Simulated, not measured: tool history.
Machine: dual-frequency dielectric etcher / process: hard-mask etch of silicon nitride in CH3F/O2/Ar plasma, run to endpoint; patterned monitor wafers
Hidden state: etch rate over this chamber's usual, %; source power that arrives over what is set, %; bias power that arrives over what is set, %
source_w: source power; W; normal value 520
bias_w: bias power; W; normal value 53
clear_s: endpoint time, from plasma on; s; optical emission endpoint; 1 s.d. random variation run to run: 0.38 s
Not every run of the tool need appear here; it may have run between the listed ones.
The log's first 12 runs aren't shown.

run,hour,source_w,bias_w,wafers since the last listed run,hours since the last wet clean,hours since the last source power generator calibration,hours since the last bias power generator calibration,hours since the last upper electrode change,"incoming incoming film thickness, nm",clear_s
13,272.5,520,53,220,273,1384,2287.6,4546.1,51.7,71.5
14,302.9,430,59,254,303.4,1414.4,2318,4576.5,51.5,74.4
15,331.1,520,53,235,331.6,1442.6,2346.2,4604.7,51.5,70.8
16,360.2,520,53,243,360.7,1471.7,2375.3,4633.8,50.9,70.6
17,379.8,520,53,163,380.3,1491.3,2394.9,4653.4,51.6,71.3
# hour 415.8: wet clean of the chamber
18,416.3,590,62,104,0.5,1527.8,2431.4,4689.9,51.5,64.6
19,430.5,430,46,118,14.7,1542,2445.6,4704.1,51.7,79.6
20,462.3,520,53,265,46.5,1573.8,2477.4,4735.9,52,71.5
21,482.4,520,64,168,66.6,1593.9,2497.5,4756,51.4,67
22,495,520,45,105,79.2,1606.5,2510.1,4768.6,51.1,73.3
# hour 510.8: bias power generator calibrated
23,511.5,520,40,104,95.7,1623,0.7,4785.1,51,75.7
# hour 540.1: upper electrode replaced
24,540.6,460,57,42,124.8,1652.1,29.8,0.5,51.8,74.3
25,548,600,44,61,132.2,1659.5,37.2,7.9,51.7,70.7
# hour 559.8: source power generator calibrated
26,564.7,520,53,106,148.9,4.9,53.9,24.6,51,69.7
27,593.2,520,58,238,177.4,33.4,82.4,53.1,51.4,69.1
28,626.5,520,53,278,210.7,66.7,115.7,86.4,50.8,70.4
29,643.5,520,53,142,227.7,83.7,132.7,103.4,51.3,70.2
30,657.2,520,53,114,241.4,97.4,146.4,117.1,51.6,71.2
31,684.2,430,44,225,268.4,124.4,173.4,144.1,51.4,79.7
32,711.7,520,46,230,295.9,151.9,200.9,171.6,51.6,73.3
33,802.9,480,53,762,387.1,243.1,292.1,262.8,51.4,73.1
34,838.1,630,53,294,422.3,278.3,327.3,298,51.7,66.5
35,863.8,520,58,214,448,304,353,323.7,51.4,68.8
36,894.8,450,40,259,479,335,384,354.7,51.4,81

Alternative continuations, all from the tool just after run 36; predict every row:
A,895.2,520,53,3,479.4,335.4,384.4,355.1,51.6,?
B,895.2,400,53,3,479.4,335.4,384.4,355.1,51.6,?
C,895.2,570,42,3,479.4,335.4,384.4,355.1,51.6,?

run,clear_s
A,71.5
B,79.1
C,72.9
What these runs would have given with no unlogged condition in the tool:
run,clear_s
A,71.5
B,79.1
C,72.9

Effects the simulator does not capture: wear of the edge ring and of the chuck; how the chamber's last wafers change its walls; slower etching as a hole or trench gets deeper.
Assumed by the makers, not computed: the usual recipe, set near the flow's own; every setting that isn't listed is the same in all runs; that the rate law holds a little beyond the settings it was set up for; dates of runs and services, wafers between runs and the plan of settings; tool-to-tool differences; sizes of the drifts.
